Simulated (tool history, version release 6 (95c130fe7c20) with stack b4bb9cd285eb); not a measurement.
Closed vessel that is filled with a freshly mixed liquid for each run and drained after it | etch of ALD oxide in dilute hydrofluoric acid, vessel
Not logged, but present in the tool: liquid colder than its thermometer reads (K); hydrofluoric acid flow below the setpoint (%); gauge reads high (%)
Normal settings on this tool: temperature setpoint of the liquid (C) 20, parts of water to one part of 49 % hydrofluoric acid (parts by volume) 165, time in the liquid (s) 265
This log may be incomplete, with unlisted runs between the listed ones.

| run | hour | temperature setpoint of the liquid (C) | parts of water to one part of 49 % hydrofluoric acid (parts by volume) | time in the liquid (s) | wafers since the last listed run | hours since the thermometer was replaced | hours since the hydrofluoric acid flow meter was replaced | hours since the gauge calibration | read-back film thickness of the ALD oxide reference wafer, read on the same gauge (nm) | thickness taken off the ALD oxide on a monitor wafer (Å) |
|---|---|---|---|---|---|---|---|---|---|---|
| 1 | 0 | 20 | 195 | 265 | 0 | 246.6 | 1185.8 | 521.8 | 140.04 | 114.9 |
| 2 | 34.9 | 20 | 195 | 265 | 4286 | 281.5 | 1220.7 | 556.7 | 140.02 | 113.4 |
|  | 37.2 | gauge calibrated |
| 3 | 80.9 | 20 | 135 | 185 | 5650 | 327.5 | 1266.7 | 43.7 | 140.02 | 122.7 |
| 4 | 120.5 | 20 | 135 | 185 | 4864 | 367.1 | 1306.3 | 83.3 | 140.01 | 121.8 |
| 5 | 174.6 | 20 | 135 | 185 | 6645 | 421.2 | 1360.4 | 137.4 | 139.97 | 120.7 |
| 6 | 229.4 | 20 | 165 | 380 | 6731 | 476 | 1415.2 | 192.2 | 139.98 | 194.4 |
| 7 | 267.9 | 20 | 165 | 380 | 4728 | 514.5 | 1453.7 | 230.7 | 140.01 | 195.4 |
| 8 | 367.5 | 20 | 165 | 380 | 12233 | 614.1 | 1553.3 | 330.3 | 139.98 | 192.8 |
| 9 | 405.8 | 20 | 140 | 265 | 4704 | 652.4 | 1591.6 | 368.6 | 140.01 | 161.8 |
|  | 425.5 | thermometer replaced |
|  | 440.1 | hydrofluoric acid flow meter replaced |
| 10 | 458 | 20 | 165 | 265 | 6166 | 32.5 | 17.9 | 420.8 | 140.01 | 148.7 |
| 11 | 505.9 | 20 | 165 | 265 | 5883 | 80.4 | 65.8 | 468.7 | 139.97 | 147.4 |
| 12 | 534.2 | 24.5 | 210 | 370 | 3476 | 108.7 | 94.1 | 497 | 140.02 | 182.7 |
|  | 556.4 | gauge calibrated |
| 13 | 588.7 | 17.5 | 205 | 265 | 6694 | 163.2 | 148.6 | 32.3 | 140.01 | 102.6 |
| 14 | 658.1 | 17 | 165 | 145 | 8524 | 232.6 | 218 | 101.7 | 140.01 | 70.5 |
| 15 | 704.4 | 20 | 220 | 265 | 5687 | 278.9 | 264.3 | 148 | 140.03 | 103.3 |
| 16 | 735.5 | 17.5 | 120 | 140 | 3820 | 310 | 295.4 | 179.1 | 140.04 | 100 |
| 17 | 784.2 | 17.5 | 125 | 265 | 5981 | 358.7 | 344.1 | 227.8 | 139.99 | 179.3 |
| 18 | 814.2 | 17 | 165 | 200 | 3684 | 388.7 | 374.1 | 257.8 | 139.99 | 95.3 |

The tool's hidden state at each run:
gauge reads high (%): 0 across all the runs
H1: liquid colder than its thermometer reads (K)
H2: hydrofluoric acid flow below the setpoint (%)
| run | H1 | H2 |
|---|---|---|
| 1 | 0.325 | 4.49 |
| 2 | 0.362 | 4.6 |
| 3 | 0.411 | 4.74 |
| 4 | 0.453 | 4.86 |
| 5 | 0.51 | 5.02 |
| 6 | 0.568 | 5.19 |
| 7 | 0.608 | 5.31 |
| 8 | 0.714 | 5.61 |
| 9 | 0.754 | 5.73 |
| 10 | 0.0351 | 0.407 |
| 11 | 0.0857 | 0.554 |
| 12 | 0.116 | 0.64 |
| 13 | 0.173 | 0.807 |
| 14 | 0.247 | 1.02 |
| 15 | 0.295 | 1.16 |
| 16 | 0.328 | 1.25 |
| 17 | 0.38 | 1.4 |
| 18 | 0.411 | 1.5 |
